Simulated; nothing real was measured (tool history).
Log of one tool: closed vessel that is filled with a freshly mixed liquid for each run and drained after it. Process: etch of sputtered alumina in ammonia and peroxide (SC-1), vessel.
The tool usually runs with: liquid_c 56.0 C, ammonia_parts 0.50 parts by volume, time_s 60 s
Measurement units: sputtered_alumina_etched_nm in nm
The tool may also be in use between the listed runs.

run    hour  liquid_c  ammonia_parts  time_s  wafers since the last listed run  hours since the thermometer was replaced  hours since the ammonia flow meter was replaced  hours since the drum of ammonia solution was connected  hours since the gauge calibration  read-back film thickness of the sputtered alumina reference wafer, read on the same gauge (nm)  sputtered_alumina_etched_nm
  1     0.0      56.0           0.50      60                                 0                                    1443.9                                            435.8                                                   782.7                             1743.7                                                                                          60.011                        3.927
  2    73.0      56.0           0.50      60                             10378                                    1516.9                                            508.8                                                   855.7                             1816.7                                                                                          59.995                        3.905
       92.7  -- new drum of ammonia solution connected
  3   158.2      56.0           0.50      50                             11970                                    1602.1                                            594.0                                                    65.5                             1901.9                                                                                          59.964                        3.225
      160.0  -- ammonia flow meter replaced
  4   198.2      56.0           0.50      50                              5544                                    1642.1                                             38.2                                                   105.5                             1941.9                                                                                          60.017                        3.253
  5   256.7      56.0           0.50      50                              8317                                    1700.6                                             96.7                                                   164.0                             2000.4                                                                                          60.038                        3.239
  6   318.6      56.0           0.50      60                              8800                                    1762.5                                            158.6                                                   225.9                             2062.3                                                                                          59.989                        3.950
  7   355.7      56.0           0.50      60                              5274                                    1799.6                                            195.7                                                   263.0                             2099.4                                                                                          59.999                        3.930
  8   401.9      56.0           0.50      60                              6568                                    1845.8                                            241.9                                                   309.2                             2145.6                                                                                          59.997                        3.873
  9   440.1      56.0           0.50      60                              5430                                    1884.0                                            280.1                                                   347.4                             2183.8                                                                                          59.962                        3.880
 10   510.2      56.0           0.50      60                              9966                                    1954.1                                            350.2                                                   417.5                             2253.9                                                                                          60.021                        3.909
      571.5  -- gauge calibrated
 11   573.4      56.0           0.50      60                              8985                                    2017.3                                            413.4                                                   480.7                                1.9                                                                                          59.972                        3.835
 12   638.3      56.0           0.50      60                              9226                                    2082.2                                            478.3                                                   545.6                               66.8                                                                                          60.014                        3.842
      704.6  -- ammonia flow meter replaced
 13   714.7      56.0           0.50      60                             10719                                    2158.6                                             10.1                                                   622.0                              143.2                                                                                          60.043                        3.818
      724.3  -- thermometer replaced
 14   761.5      64.0           0.35      40                              6511                                      37.2                                             56.9                                                   668.8                              190.0                                                                                          60.009                        3.971
 15   865.3      51.0           0.50      60                             14757                                     141.0                                            160.7                                                   772.6                              293.8                                                                                          59.984                        3.141
      872.8  -- new drum of ammonia solution connected
 16   920.5      56.0           0.35      60                              7705                                     196.2                                            215.9                                                    47.7                              349.0                                                                                          60.011                        3.974
 17   978.4      64.5           0.35      80                              8231                                     254.1                                            273.8                                                   105.6                              406.9                                                                                          60.003                        8.119
 18  1063.6      60.0           0.60      75                             12113                                     339.3                                            359.0                                                   190.8                              492.1                                                                                          59.977                        6.353
 19  1154.4      56.0           0.50      60                             12909                                     430.1                                            449.8                                                   281.6                              582.9                                                                                          59.995                        4.124
     1212.8  -- ammonia flow meter replaced
 20  1252.7      56.0           0.50      60                             13833                                     528.4                                             39.9                                                   379.9                              681.2                                                                                          59.980                        3.998
 21  1301.8      56.0           0.50      60                              6980                                     577.5                                             89.0                                                   429.0                              730.3                                                                                          60.040                        4.002
 22  1372.1      56.0           0.45      50                              9994                                     647.8                                            159.3                                                   499.3                              800.6                                                                                          59.989                        3.323
 23  1446.5      49.5           0.30      60                             10577                                     722.2                                            233.7                                                   573.7                              875.0                                                                                          60.018                        2.711
 24  1494.3      56.0           0.50      60                              6795                                     770.0                                            281.5                                                   621.5                              922.8                                                                                          60.030                        4.021
 25  1555.4      59.5           0.50      60                              8686                                     831.1                                            342.6                                                   682.6                              983.9                                                                                          60.023                        4.798
     1627.9  -- new drum of ammonia solution connected
 26  1656.5      52.0           0.50      60                             14231                                     932.2                                            443.7                                                    28.6                             1085.0                                                                                          60.011                        3.210
 27  1745.1      56.0           0.50      45                             12596                                    1020.8                                            532.3                                                   117.2                             1173.6                                                                                          60.018                        2.947
     1763.6  -- ammonia flow meter replaced
 28  1819.0      60.5           0.65      45                             10364                                    1094.7                                             55.4                                                   191.1                             1247.5                                                                                          59.997                        3.834
 29  1858.5      56.0           0.50      60                              5615                                    1134.2                                             94.9                                                   230.6                             1287.0                                                                                          60.016                        3.901

Alternative continuations, all from the tool just after run 29; predict every row:
  A  1859.2      56.0           0.50      60                                99                                    1134.9                                             95.6                                                   231.3                             1287.7                                                                                               ?                            ?
  B  1859.2      56.0           0.70      60                                99                                    1134.9                                             95.6                                                   231.3                             1287.7                                                                                               ?                            ?
  C  1859.2      63.5           0.50      75                                99                                    1134.9                                             95.6                                                   231.3                             1287.7                                                                                               ?                            ?

run  read-back film thickness of the sputtered alumina reference wafer, read on the same gauge (nm)  sputtered_alumina_etched_nm
  A                                                                                          60.013                        3.944
  B                                                                                          60.013                        4.072
  C                                                                                          60.013                        7.268
Without the tool's unlogged condition, the same runs would have read:
run  sputtered_alumina_etched_nm
  A                        4.125
  B                        4.259
  C                        7.585

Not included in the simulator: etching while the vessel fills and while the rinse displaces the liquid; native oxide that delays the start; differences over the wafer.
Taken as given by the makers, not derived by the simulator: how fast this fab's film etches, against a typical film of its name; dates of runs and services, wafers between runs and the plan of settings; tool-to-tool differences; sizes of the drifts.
